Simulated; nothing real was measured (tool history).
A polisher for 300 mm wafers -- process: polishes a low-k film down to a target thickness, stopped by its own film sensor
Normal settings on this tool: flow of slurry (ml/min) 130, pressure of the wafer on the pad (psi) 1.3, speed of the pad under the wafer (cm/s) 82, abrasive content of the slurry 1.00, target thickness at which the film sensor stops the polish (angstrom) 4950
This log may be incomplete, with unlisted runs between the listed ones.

run,hour,flow of slurry (ml/min),pressure of the wafer on the pad (psi),speed of the pad under the wafer (cm/s),abrasive content of the slurry,target thickness at which the film sensor stops the polish (angstrom),wafers since the last listed run,wafers polished on this pad,hours since the slurry nozzle was cleaned,hours since the head pressure was calibrated,hours since the slurry blender was calibrated,hours since the conditioning disc was replaced,"incoming thickness of the incoming film, nm",time until the film sensor stopped the polish (s)
1,0.0,130,1.3,82,1.00,4950,0,1595,389.1,583.4,442.8,95.5,528.8,139.4
# hour 2.4: head pressure recalibrated
# hour 7.0: slurry blender recalibrated
# hour 19.1: slurry nozzle cleaned
2,44.1,130,1.3,92,1.00,4950,408,2003,25.0,41.7,37.1,139.6,524.7,114.5
# hour 126.6: worn pad replaced by a new one
3,138.1,130,1.3,92,1.00,4950,940,120,119.0,135.7,131.1,233.6,514.1,73.8
4,189.7,130,1.3,92,1.00,4950,539,659,170.6,187.3,182.7,285.2,524.4,116.5
# hour 208.4: conditioning disc replaced and pad reconditioned
5,290.4,130,1.1,82,1.00,4950,1031,1690,271.3,288.0,283.4,82.0,527.6,146.6
6,356.0,150,1.3,82,1.00,4950,685,2376,336.9,353.6,349.0,147.6,523.9,116.0
# hour 378.8: worn pad replaced by a new one
7,408.8,130,1.0,82,1.05,4950,509,313,389.7,406.4,401.8,200.4,523.4,135.0
# hour 469.8: slurry blender recalibrated
8,477.6,130,1.0,82,1.05,4950,697,1011,458.5,475.2,7.8,269.2,517.2,107.1
# hour 495.8: head pressure recalibrated
# hour 514.5: slurry nozzle cleaned
# hour 515.4: conditioning disc replaced and pad reconditioned
9,582.5,130,1.0,82,1.05,4950,1054,2066,68.0,86.7,112.7,67.1,528.3,156.1
# hour 653.5: worn pad replaced by a new one
10,675.9,130,1.5,82,1.00,4950,934,233,161.4,180.1,206.1,160.5,520.5,100.3
11,744.6,140,1.3,66,1.00,4950,717,951,230.1,248.8,274.8,229.2,514.5,92.0
# hour 809.9: conditioning disc replaced and pad reconditioned
12,819.1,130,1.3,82,1.00,4950,757,1709,304.6,323.3,349.3,9.2,519.6,94.9
13,867.0,130,1.3,82,1.00,4950,500,2209,352.5,371.2,397.2,57.1,517.7,90.5
# hour 914.9: worn pad replaced by a new one
# hour 929.3: slurry blender recalibrated
14,970.5,130,1.1,82,1.00,4950,1018,560,456.0,474.7,41.2,160.6,520.0,115.9
# hour 974.7: head pressure recalibrated
# hour 1019.1: slurry nozzle cleaned
15,1030.8,130,1.7,82,1.00,4900,598,1159,11.7,56.1,101.5,220.9,514.5,87.2
# hour 1069.0: conditioning disc replaced and pad reconditioned
16,1085.7,160,1.3,82,0.75,4880,552,1711,66.6,111.0,156.4,16.7,518.5,127.1
17,1129.4,160,0.8,82,1.10,4910,456,2168,110.3,154.7,200.1,60.4,512.7,109.3
# hour 1155.1: worn pad replaced by a new one
18,1233.4,130,0.9,82,1.00,5020,1044,818,214.3,258.7,304.1,164.4,515.8,71.9
19,1312.7,130,1.3,82,1.00,4910,828,1647,293.6,338.0,383.4,243.7,514.9,102.0

Run 20 is up next; what results do you expect?
20,1356.8,90,1.3,82,1.10,4950,460,2108,337.7,382.1,427.5,287.8,514.5,?

Run 20 yielded time until the film sensor stopped the polish (s) 85.5.
With the hidden condition absent and the run-to-run variation left alone, this run would have shown time until the film sensor stopped the polish (s) 76.2.
